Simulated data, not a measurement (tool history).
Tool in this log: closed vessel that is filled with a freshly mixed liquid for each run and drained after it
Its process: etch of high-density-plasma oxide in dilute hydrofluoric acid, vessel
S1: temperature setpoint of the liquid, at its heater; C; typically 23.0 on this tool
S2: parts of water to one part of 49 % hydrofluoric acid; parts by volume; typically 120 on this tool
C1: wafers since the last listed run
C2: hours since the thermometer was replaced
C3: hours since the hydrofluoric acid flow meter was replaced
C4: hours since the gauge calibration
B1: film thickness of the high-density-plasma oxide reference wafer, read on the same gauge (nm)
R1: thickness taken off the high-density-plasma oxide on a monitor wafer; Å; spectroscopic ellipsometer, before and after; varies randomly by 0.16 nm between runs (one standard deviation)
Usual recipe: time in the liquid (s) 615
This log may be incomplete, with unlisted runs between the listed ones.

run 1 hour=0.0 | S1=23.0 S2=120 time_in_the_liquid_(s)=615 | C1=0 C2=1126.5 C3=758.4 C4=342.0 | B1=139.98 | R1=305.1
run 2 hour=16.7 | S1=23.0 S2=120 time_in_the_liquid_(s)=615 | C1=1424 C2=1143.2 C3=775.1 C4=358.7 | B1=140.00 | R1=305.0
run 3 hour=31.7 | S1=23.0 S2=120 time_in_the_liquid_(s)=615 | C1=1279 C2=1158.2 C3=790.1 C4=373.7 | B1=140.00 | R1=304.9
run 4 hour=45.7 | S1=19.5 S2=120 time_in_the_liquid_(s)=615 | C1=1194 C2=1172.2 C3=804.1 C4=387.7 | B1=139.98 | R1=265.2
run 5 hour=54.2 | S1=19.5 S2=120 time_in_the_liquid_(s)=615 | C1=724 C2=1180.7 C3=812.6 C4=396.2 | B1=140.03 | R1=263.8
run 6 hour=70.2 | S1=19.5 S2=120 time_in_the_liquid_(s)=615 | C1=1364 C2=1196.7 C3=828.6 C4=412.2 | B1=140.00 | R1=264.5
run 7 hour=78.4 | S1=23.0 S2=80 time_in_the_liquid_(s)=475 | C1=699 C2=1204.9 C3=836.8 C4=420.4 | B1=139.99 | R1=371.9
run 8 hour=87.2 | S1=23.0 S2=80 time_in_the_liquid_(s)=475 | C1=750 C2=1213.7 C3=845.6 C4=429.2 | B1=140.03 | R1=370.9
run 9 hour=99.9 | S1=23.0 S2=120 time_in_the_liquid_(s)=615 | C1=1083 C2=1226.4 C3=858.3 C4=441.9 | B1=140.01 | R1=302.9
-- hour=108.5 gauge calibrated
run 10 hour=114.7 | S1=23.0 S2=120 time_in_the_liquid_(s)=615 | C1=1262 C2=1241.2 C3=873.1 C4=6.2 | B1=140.00 | R1=298.6
run 11 hour=122.2 | S1=23.0 S2=120 time_in_the_liquid_(s)=615 | C1=639 C2=1248.7 C3=880.6 C4=13.7 | B1=140.00 | R1=301.1
run 12 hour=133.4 | S1=23.0 S2=120 time_in_the_liquid_(s)=615 | C1=955 C2=1259.9 C3=891.8 C4=24.9 | B1=140.00 | R1=302.7
run 13 hour=147.8 | S1=23.0 S2=120 time_in_the_liquid_(s)=615 | C1=1228 C2=1274.3 C3=906.2 C4=39.3 | B1=139.99 | R1=300.5
run 14 hour=160.1 | S1=23.0 S2=120 time_in_the_liquid_(s)=615 | C1=1049 C2=1286.6 C3=918.5 C4=51.6 | B1=140.02 | R1=300.1
run 15 hour=173.8 | S1=23.0 S2=120 time_in_the_liquid_(s)=615 | C1=1168 C2=1300.3 C3=932.2 C4=65.3 | B1=140.01 | R1=298.9
-- hour=182.3 thermometer replaced
run 16 hour=189.1 | S1=19.5 S2=70 time_in_the_liquid_(s)=985 | C1=1219 C2=6.8 C3=947.5 C4=80.6 | B1=140.00 | R1=693.1
run 17 hour=197.5 | S1=23.0 S2=95 time_in_the_liquid_(s)=955 | C1=716 C2=15.2 C3=955.9 C4=89.0 | B1=140.01 | R1=547.5
run 18 hour=207.3 | S1=23.0 S2=120 time_in_the_liquid_(s)=970 | C1=835 C2=25.0 C3=965.7 C4=98.8 | B1=140.00 | R1=426.6
run 19 hour=225.0 | S1=23.0 S2=120 time_in_the_liquid_(s)=615 | C1=1509 C2=42.7 C3=983.4 C4=116.5 | B1=139.98 | R1=270.9
-- hour=241.1 hydrofluoric acid flow meter replaced
run 20 hour=241.6 | S1=23.0 S2=120 time_in_the_liquid_(s)=720 | C1=1330 C2=59.3 C3=0.5 C4=133.1 | B1=139.98 | R1=370.0
run 21 hour=253.2 | S1=23.0 S2=100 time_in_the_liquid_(s)=725 | C1=989 C2=70.9 C3=12.1 C4=144.7 | B1=140.01 | R1=457.8
run 22 hour=270.8 | S1=23.0 S2=150 time_in_the_liquid_(s)=890 | C1=1501 C2=88.5 C3=29.7 C4=162.3 | B1=139.99 | R1=348.2
run 23 hour=280.0 | S1=26.0 S2=120 time_in_the_liquid_(s)=810 | C1=784 C2=97.7 C3=38.9 C4=171.5 | B1=140.01 | R1=466.4
run 24 hour=295.9 | S1=23.0 S2=160 time_in_the_liquid_(s)=615 | C1=1356 C2=113.6 C3=54.8 C4=187.4 | B1=140.00 | R1=223.9
run 25 hour=333.1 | S1=23.0 S2=120 time_in_the_liquid_(s)=615 | C1=3172 C2=150.8 C3=92.0 C4=224.6 | B1=139.97 | R1=312.0
run 26 hour=343.5 | S1=18.5 S2=175 time_in_the_liquid_(s)=855 | C1=887 C2=161.2 C3=102.4 C4=235.0 | B1=140.01 | R1=234.1
run 27 hour=354.8 | S1=23.0 S2=120 time_in_the_liquid_(s)=365 | C1=963 C2=172.5 C3=113.7 C4=246.3 | B1=140.00 | R1=186.6
run 28 hour=369.6 | S1=19.5 S2=85 time_in_the_liquid_(s)=615 | C1=1262 C2=187.3 C3=128.5 C4=261.1 | B1=140.01 | R1=398.5
run 29 hour=377.6 | S1=25.0 S2=120 time_in_the_liquid_(s)=430 | C1=682 C2=195.3 C3=136.5 C4=269.1 | B1=139.99 | R1=235.3

What does the tool deliver on the next run?
run 30 hour=383.7 | S1=25.5 S2=170 time_in_the_liquid_(s)=390 | C1=520 C2=201.4 C3=142.6 C4=275.2 | B1=? | R1=?

B1: 140.01
R1: 144.3 Å
Take away the tool's hidden state, keep the run-to-run variation as it was, and the same run would have given R1 145.6 Å.
